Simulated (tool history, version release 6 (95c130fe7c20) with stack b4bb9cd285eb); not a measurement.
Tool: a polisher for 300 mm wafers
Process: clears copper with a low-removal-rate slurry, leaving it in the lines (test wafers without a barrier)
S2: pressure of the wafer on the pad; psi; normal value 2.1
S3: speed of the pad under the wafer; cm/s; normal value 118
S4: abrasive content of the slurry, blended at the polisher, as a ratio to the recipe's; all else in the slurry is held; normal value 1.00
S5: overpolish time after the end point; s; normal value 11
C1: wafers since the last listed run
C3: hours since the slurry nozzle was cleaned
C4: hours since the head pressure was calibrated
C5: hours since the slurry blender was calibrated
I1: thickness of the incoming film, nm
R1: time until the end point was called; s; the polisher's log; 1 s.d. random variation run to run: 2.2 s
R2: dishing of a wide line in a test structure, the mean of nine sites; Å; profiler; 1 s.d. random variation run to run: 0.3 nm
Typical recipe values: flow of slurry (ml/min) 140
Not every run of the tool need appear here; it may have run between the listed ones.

{"run": 1, "hour": 0.0, "flow of slurry (ml/min)": 140, "S2": 2.1, "S3": 118, "S4": 1.0, "S5": 11, "C1": 0, "wafers polished on this pad": 410, "C3": 625.2, "C4": 134.2, "C5": 168.0, "I1": 266.7, "R1": 118.4, "R2": 199}
{"hour": 0.2, "done": "slurry blender recalibrated"}
{"run": 2, "hour": 7.4, "flow of slurry (ml/min)": 140, "S2": 2.1, "S3": 118, "S4": 1.0, "S5": 11, "C1": 35, "wafers polished on this pad": 446, "C3": 632.6, "C4": 141.6, "C5": 7.2, "I1": 272.0, "R1": 124.6, "R2": 194}
{"run": 3, "hour": 21.1, "flow of slurry (ml/min)": 140, "S2": 2.1, "S3": 118, "S4": 1.0, "S5": 11, "C1": 68, "wafers polished on this pad": 514, "C3": 646.3, "C4": 155.3, "C5": 20.9, "I1": 270.0, "R1": 126.5, "R2": 194}
{"run": 4, "hour": 31.5, "flow of slurry (ml/min)": 140, "S2": 2.1, "S3": 118, "S4": 1.0, "S5": 11, "C1": 52, "wafers polished on this pad": 567, "C3": 656.7, "C4": 165.7, "C5": 31.3, "I1": 274.0, "R1": 123.8, "R2": 196}
{"run": 5, "hour": 38.5, "flow of slurry (ml/min)": 140, "S2": 2.1, "S3": 118, "S4": 1.0, "S5": 11, "C1": 35, "wafers polished on this pad": 602, "C3": 663.7, "C4": 172.7, "C5": 38.3, "I1": 271.3, "R1": 125.2, "R2": 189}
{"run": 6, "hour": 44.6, "flow of slurry (ml/min)": 140, "S2": 2.1, "S3": 118, "S4": 1.0, "S5": 11, "C1": 30, "wafers polished on this pad": 633, "C3": 669.8, "C4": 178.8, "C5": 44.4, "I1": 268.6, "R1": 126.5, "R2": 196}
{"run": 7, "hour": 50.8, "flow of slurry (ml/min)": 140, "S2": 2.1, "S3": 118, "S4": 1.0, "S5": 11, "C1": 31, "wafers polished on this pad": 664, "C3": 676.0, "C4": 185.0, "C5": 50.6, "I1": 273.3, "R1": 125.8, "R2": 188}
{"run": 8, "hour": 60.6, "flow of slurry (ml/min)": 140, "S2": 2.1, "S3": 118, "S4": 1.0, "S5": 11, "C1": 49, "wafers polished on this pad": 713, "C3": 685.8, "C4": 194.8, "C5": 60.4, "I1": 274.2, "R1": 130.0, "R2": 194}
{"run": 9, "hour": 77.0, "flow of slurry (ml/min)": 140, "S2": 2.1, "S3": 118, "S4": 1.15, "S5": 11, "C1": 82, "wafers polished on this pad": 795, "C3": 702.2, "C4": 211.2, "C5": 76.8, "I1": 273.0, "R1": 123.3, "R2": 193}
{"run": 10, "hour": 84.1, "flow of slurry (ml/min)": 140, "S2": 2.1, "S3": 118, "S4": 1.0, "S5": 11, "C1": 35, "wafers polished on this pad": 831, "C3": 709.3, "C4": 218.3, "C5": 83.9, "I1": 268.1, "R1": 128.5, "R2": 195}
{"run": 11, "hour": 94.0, "flow of slurry (ml/min)": 140, "S2": 2.1, "S3": 118, "S4": 1.0, "S5": 11, "C1": 49, "wafers polished on this pad": 881, "C3": 719.2, "C4": 228.2, "C5": 93.8, "I1": 274.2, "R1": 128.4, "R2": 189}
{"run": 12, "hour": 107.3, "flow of slurry (ml/min)": 140, "S2": 2.1, "S3": 118, "S4": 1.0, "S5": 11, "C1": 66, "wafers polished on this pad": 948, "C3": 732.5, "C4": 241.5, "C5": 107.1, "I1": 267.6, "R1": 132.1, "R2": 187}
{"run": 13, "hour": 146.6, "flow of slurry (ml/min)": 155, "S2": 2.1, "S3": 88, "S4": 0.7, "S5": 11, "C1": 197, "wafers polished on this pad": 1145, "C3": 771.8, "C4": 280.8, "C5": 146.4, "I1": 265.2, "R1": 188.2, "R2": 135}
{"hour": 161.0, "done": "slurry blender recalibrated"}
{"run": 14, "hour": 161.9, "flow of slurry (ml/min)": 140, "S2": 2.1, "S3": 130, "S4": 1.0, "S5": 11, "C1": 66, "wafers polished on this pad": 1212, "C3": 787.1, "C4": 296.1, "C5": 0.9, "I1": 270.1, "R1": 124.0, "R2": 195}
{"hour": 171.5, "done": "worn pad replaced by a new one"}
{"hour": 184.3, "done": "head pressure recalibrated"}
{"hour": 194.1, "done": "slurry nozzle cleaned"}
{"run": 15, "hour": 209.4, "flow of slurry (ml/min)": 170, "S2": 2.1, "S3": 134, "S4": 1.1, "S5": 11, "C1": 203, "wafers polished on this pad": 175, "C3": 15.3, "C4": 25.1, "C5": 48.4, "I1": 274.2, "R1": 100.3, "R2": 248}
{"run": 16, "hour": 219.8, "flow of slurry (ml/min)": 140, "S2": 2.4, "S3": 118, "S4": 1.0, "S5": 17, "C1": 52, "wafers polished on this pad": 227, "C3": 25.7, "C4": 35.5, "C5": 58.8, "I1": 271.8, "R1": 104.2, "R2": 345}
{"run": 17, "hour": 237.6, "flow of slurry (ml/min)": 140, "S2": 2.1, "S3": 118, "S4": 1.0, "S5": 11, "C1": 89, "wafers polished on this pad": 317, "C3": 43.5, "C4": 53.3, "C5": 76.6, "I1": 271.9, "R1": 121.8, "R2": 200}
{"run": 18, "hour": 255.2, "flow of slurry (ml/min)": 155, "S2": 2.1, "S3": 154, "S4": 0.8, "S5": 11, "C1": 88, "wafers polished on this pad": 405, "C3": 61.1, "C4": 70.9, "C5": 94.2, "I1": 269.0, "R1": 94.8, "R2": 244}
{"run": 19, "hour": 271.0, "flow of slurry (ml/min)": 140, "S2": 1.4, "S3": 160, "S4": 0.85, "S5": 11, "C1": 79, "wafers polished on this pad": 485, "C3": 76.9, "C4": 86.7, "C5": 110.0, "I1": 268.4, "R1": 140.5, "R2": 173}
{"run": 20, "hour": 285.3, "flow of slurry (ml/min)": 140, "S2": 2.1, "S3": 118, "S4": 1.0, "S5": 11, "C1": 71, "wafers polished on this pad": 556, "C3": 91.2, "C4": 101.0, "C5": 124.3, "I1": 265.2, "R1": 123.7, "R2": 199}
{"hour": 296.9, "done": "slurry blender recalibrated"}
{"run": 21, "hour": 301.3, "flow of slurry (ml/min)": 140, "S2": 1.6, "S3": 118, "S4": 1.0, "S5": 11, "C1": 70, "wafers polished on this pad": 627, "C3": 107.2, "C4": 117.0, "C5": 4.4, "I1": 266.0, "R1": 160.0, "R2": 149}
{"run": 22, "hour": 313.2, "flow of slurry (ml/min)": 140, "S2": 2.1, "S3": 104, "S4": 1.0, "S5": 11, "C1": 59, "wafers polished on this pad": 687, "C3": 119.1, "C4": 128.9, "C5": 16.3, "I1": 268.0, "R1": 141.6, "R2": 173}
{"run": 23, "hour": 319.4, "flow of slurry (ml/min)": 140, "S2": 2.1, "S3": 118, "S4": 1.0, "S5": 14, "C1": 31, "wafers polished on this pad": 718, "C3": 125.3, "C4": 135.1, "C5": 22.5, "I1": 271.7, "R1": 127.8, "R2": 241}
{"run": 24, "hour": 342.7, "flow of slurry (ml/min)": 95, "S2": 2.1, "S3": 118, "S4": 1.0, "S5": 17, "C1": 117, "wafers polished on this pad": 835, "C3": 148.6, "C4": 158.4, "C5": 45.8, "I1": 269.5, "R1": 142.0, "R2": 262}
{"run": 25, "hour": 350.1, "flow of slurry (ml/min)": 140, "S2": 2.1, "S3": 86, "S4": 1.3, "S5": 11, "C1": 37, "wafers polished on this pad": 872, "C3": 156.0, "C4": 165.8, "C5": 53.2, "I1": 266.9, "R1": 157.1, "R2": 149}

Consider 5 possible next runs. They are alternatives, not a sequence: every one starts from the tool as it was left by run 25. What does each give?
{"run": "A", "hour": 350.6, "flow of slurry (ml/min)": 140, "S2": 2.1, "S3": 118, "S4": 1.0, "S5": 11, "C1": 2, "wafers polished on this pad": 875, "C3": 156.5, "C4": 166.3, "C5": 53.7, "I1": 270.7, "R1": "?", "R2": "?"}
{"run": "B", "hour": 350.6, "flow of slurry (ml/min)": 140, "S2": 2.1, "S3": 118, "S4": 1.0, "S5": 6, "C1": 2, "wafers polished on this pad": 875, "C3": 156.5, "C4": 166.3, "C5": 53.7, "I1": 270.7, "R1": "?", "R2": "?"}
{"run": "C", "hour": 350.6, "flow of slurry (ml/min)": 100, "S2": 2.1, "S3": 156, "S4": 1.25, "S5": 17, "C1": 2, "wafers polished on this pad": 875, "C3": 156.5, "C4": 166.3, "C5": 53.7, "I1": 270.7, "R1": "?", "R2": "?"}
{"run": "D", "hour": 350.6, "flow of slurry (ml/min)": 140, "S2": 1.9, "S3": 118, "S4": 1.0, "S5": 11, "C1": 2, "wafers polished on this pad": 875, "C3": 156.5, "C4": 166.3, "C5": 53.7, "I1": 270.7, "R1": "?", "R2": "?"}
{"run": "E", "hour": 350.6, "flow of slurry (ml/min)": 95, "S2": 2.8, "S3": 118, "S4": 1.0, "S5": 8, "C1": 2, "wafers polished on this pad": 875, "C3": 156.5, "C4": 166.3, "C5": 53.7, "I1": 270.7, "R1": "?", "R2": "?"}

run=A R1=126.2 R2=189
run=B R1=126.2 R2=106
run=C R1=98.0 R2=351
run=D R1=139.4 R2=171
run=E R1=103.5 R2=170
What these runs would have given with no unlogged condition in the tool:
run=A R1=114.9 R2=206
run=B R1=114.9 R2=116
run=C R1=89.2 R2=380
run=D R1=127.0 R2=187
run=E R1=94.2 R2=186

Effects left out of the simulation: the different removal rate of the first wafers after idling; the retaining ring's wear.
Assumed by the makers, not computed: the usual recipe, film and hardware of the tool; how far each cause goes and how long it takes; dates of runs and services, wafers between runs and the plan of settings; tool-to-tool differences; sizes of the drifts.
